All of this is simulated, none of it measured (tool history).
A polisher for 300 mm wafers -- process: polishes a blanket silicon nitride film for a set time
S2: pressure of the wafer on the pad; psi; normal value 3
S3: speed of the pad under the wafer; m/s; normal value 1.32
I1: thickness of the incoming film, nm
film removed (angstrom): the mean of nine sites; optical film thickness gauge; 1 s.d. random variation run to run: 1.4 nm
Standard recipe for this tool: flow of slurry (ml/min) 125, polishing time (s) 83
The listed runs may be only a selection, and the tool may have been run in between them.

{"run": 1, "hour": 0.0, "flow of slurry (ml/min)": 125, "S2": 3, "S3": 1.32, "polishing time (s)": 83, "I1": 750.5, "film removed (angstrom)": 1648}
{"run": 2, "hour": 32.4, "flow of slurry (ml/min)": 125, "S2": 3, "S3": 1.32, "polishing time (s)": 83, "I1": 768, "film removed (angstrom)": 1604}
{"run": 3, "hour": 56.8, "flow of slurry (ml/min)": 125, "S2": 3, "S3": 1.32, "polishing time (s)": 83, "I1": 758.3, "film removed (angstrom)": 1578}
{"run": 4, "hour": 78.5, "flow of slurry (ml/min)": 125, "S2": 3, "S3": 1.2, "polishing time (s)": 83, "I1": 766.1, "film removed (angstrom)": 1458}
{"hour": 89.2, "done": "worn pad replaced by a new one"}
{"run": 5, "hour": 104.6, "flow of slurry (ml/min)": 125, "S2": 3, "S3": 1.2, "polishing time (s)": 83, "I1": 765.6, "film removed (angstrom)": 1593}
{"run": 6, "hour": 132.7, "flow of slurry (ml/min)": 125, "S2": 3, "S3": 1.32, "polishing time (s)": 83, "I1": 767.6, "film removed (angstrom)": 1640}
{"run": 7, "hour": 153.3, "flow of slurry (ml/min)": 125, "S2": 3, "S3": 1.32, "polishing time (s)": 83, "I1": 750.2, "film removed (angstrom)": 1596}
{"run": 8, "hour": 170.7, "flow of slurry (ml/min)": 125, "S2": 3, "S3": 1.32, "polishing time (s)": 83, "I1": 761, "film removed (angstrom)": 1588}
{"hour": 190.8, "done": "worn pad replaced by a new one"}
{"run": 9, "hour": 204.9, "flow of slurry (ml/min)": 125, "S2": 2.2, "S3": 1.32, "polishing time (s)": 83, "I1": 767.9, "film removed (angstrom)": 1215}
{"run": 10, "hour": 223.8, "flow of slurry (ml/min)": 125, "S2": 2.2, "S3": 1.32, "polishing time (s)": 83, "I1": 756.5, "film removed (angstrom)": 1203}
{"run": 11, "hour": 251.7, "flow of slurry (ml/min)": 125, "S2": 3, "S3": 1.66, "polishing time (s)": 83, "I1": 760.6, "film removed (angstrom)": 1852}
{"run": 12, "hour": 287.5, "flow of slurry (ml/min)": 85, "S2": 3, "S3": 1.32, "polishing time (s)": 60, "I1": 749.6, "film removed (angstrom)": 1001}
{"run": 13, "hour": 303.0, "flow of slurry (ml/min)": 145, "S2": 3, "S3": 1.68, "polishing time (s)": 83, "I1": 765, "film removed (angstrom)": 1779}
{"hour": 311.0, "done": "worn pad replaced by a new one"}
{"run": 14, "hour": 331.0, "flow of slurry (ml/min)": 125, "S2": 3, "S3": 0.96, "polishing time (s)": 83, "I1": 761.3, "film removed (angstrom)": 1379}
{"run": 15, "hour": 358.2, "flow of slurry (ml/min)": 125, "S2": 3, "S3": 1.32, "polishing time (s)": 83, "I1": 764.7, "film removed (angstrom)": 1613}
{"run": 16, "hour": 377.1, "flow of slurry (ml/min)": 125, "S2": 3, "S3": 1.52, "polishing time (s)": 83, "I1": 751.2, "film removed (angstrom)": 1726}
{"hour": 397.6, "done": "slurry nozzle cleaned"}
{"hour": 405.5, "done": "worn pad replaced by a new one"}
{"run": 17, "hour": 411.6, "flow of slurry (ml/min)": 170, "S2": 3.9, "S3": 1.32, "polishing time (s)": 83, "I1": 757.4, "film removed (angstrom)": 2347}
{"hour": 423.6, "done": "head pressure recalibrated"}
{"run": 18, "hour": 437.8, "flow of slurry (ml/min)": 125, "S2": 3, "S3": 1.32, "polishing time (s)": 83, "I1": 751.1, "film removed (angstrom)": 1626}
{"run": 19, "hour": 456.6, "flow of slurry (ml/min)": 160, "S2": 3, "S3": 1.32, "polishing time (s)": 83, "I1": 754, "film removed (angstrom)": 1713}
{"run": 20, "hour": 482.6, "flow of slurry (ml/min)": 160, "S2": 3, "S3": 0.94, "polishing time (s)": 69, "I1": 747, "film removed (angstrom)": 1121}
{"run": 21, "hour": 494.7, "flow of slurry (ml/min)": 125, "S2": 3.7, "S3": 1.32, "polishing time (s)": 107, "I1": 764.4, "film removed (angstrom)": 2481}
{"run": 22, "hour": 520.7, "flow of slurry (ml/min)": 95, "S2": 3.7, "S3": 1.54, "polishing time (s)": 102, "I1": 766.8, "film removed (angstrom)": 2329}
{"hour": 528.4, "done": "worn pad replaced by a new one"}
{"run": 23, "hour": 547.9, "flow of slurry (ml/min)": 125, "S2": 3, "S3": 1.06, "polishing time (s)": 70, "I1": 760.7, "film removed (angstrom)": 1219}

Here are 4 independent what-if runs from the current tool condition. What would each one return?
{"run": "A", "hour": 548.3, "flow of slurry (ml/min)": 125, "S2": 3, "S3": 1.32, "polishing time (s)": 83, "I1": 766.3, "film removed (angstrom)": "?"}
{"run": "B", "hour": 548.3, "flow of slurry (ml/min)": 95, "S2": 3, "S3": 1.32, "polishing time (s)": 83, "I1": 766.3, "film removed (angstrom)": "?"}
{"run": "C", "hour": 548.3, "flow of slurry (ml/min)": 90, "S2": 3.6, "S3": 1.68, "polishing time (s)": 109, "I1": 766.3, "film removed (angstrom)": "?"}
{"run": "D", "hour": 548.3, "flow of slurry (ml/min)": 125, "S2": 3.4, "S3": 1.32, "polishing time (s)": 72, "I1": 766.3, "film removed (angstrom)": "?"}

run=A film_removed_(angstrom)=1657
run=B film_removed_(angstrom)=1541
run=C film_removed_(angstrom)=2775
run=D film_removed_(angstrom)=1629
Without the tool's unlogged condition, the same runs would have read:
run=A film_removed_(angstrom)=1693
run=B film_removed_(angstrom)=1575
run=C film_removed_(angstrom)=2837
run=D film_removed_(angstrom)=1665

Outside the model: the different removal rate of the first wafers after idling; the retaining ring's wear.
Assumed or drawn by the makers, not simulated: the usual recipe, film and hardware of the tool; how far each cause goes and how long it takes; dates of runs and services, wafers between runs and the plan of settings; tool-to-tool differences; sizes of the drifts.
